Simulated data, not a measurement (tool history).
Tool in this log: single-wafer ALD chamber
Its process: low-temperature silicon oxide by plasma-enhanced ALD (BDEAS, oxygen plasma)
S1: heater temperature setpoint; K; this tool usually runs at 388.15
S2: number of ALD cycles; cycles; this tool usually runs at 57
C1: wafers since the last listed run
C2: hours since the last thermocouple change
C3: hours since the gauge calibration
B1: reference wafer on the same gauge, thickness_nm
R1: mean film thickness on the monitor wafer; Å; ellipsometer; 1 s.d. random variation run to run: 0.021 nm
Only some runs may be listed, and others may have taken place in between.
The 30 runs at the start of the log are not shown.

run,hour,S1,S2,C1,C2,C3,B1,R1
31,1720.4,388.15,57,110,971.6,120.7,7.740,84.44
32,1761.4,388.15,57,130,1012.6,161.7,7.738,84.15
33,1816.2,388.15,57,174,1067.4,216.5,7.747,84.51
34,1885.7,388.15,68,220,1136.9,286.0,7.747,100.92
35,1920.9,398.15,63,111,1172.1,321.2,7.746,91.10
36,1970.7,388.15,57,158,1221.9,371.0,7.743,84.70
37,1995.1,388.15,57,77,1246.3,395.4,7.733,84.55
38,2065.4,388.15,57,223,1316.6,465.7,7.743,84.25

Below are 5 alternative next runs, each starting from the tool's condition after run 38. Predict each:
A,2065.9,388.15,57,1,1317.1,466.2,?,?
B,2065.9,388.15,65,1,1317.1,466.2,?,?
C,2065.9,395.15,49,1,1317.1,466.2,?,?
D,2065.9,393.15,57,1,1317.1,466.2,?,?
E,2065.9,402.15,61,1,1317.1,466.2,?,?

run,B1,R1
A,7.742,84.32
B,7.742,96.16
C,7.742,71.41
D,7.742,83.42
E,7.742,87.55
Without the tool's hidden state the same runs would have given:
run,R1
A,85.08
B,97.02
C,72.06
D,84.18
E,88.36
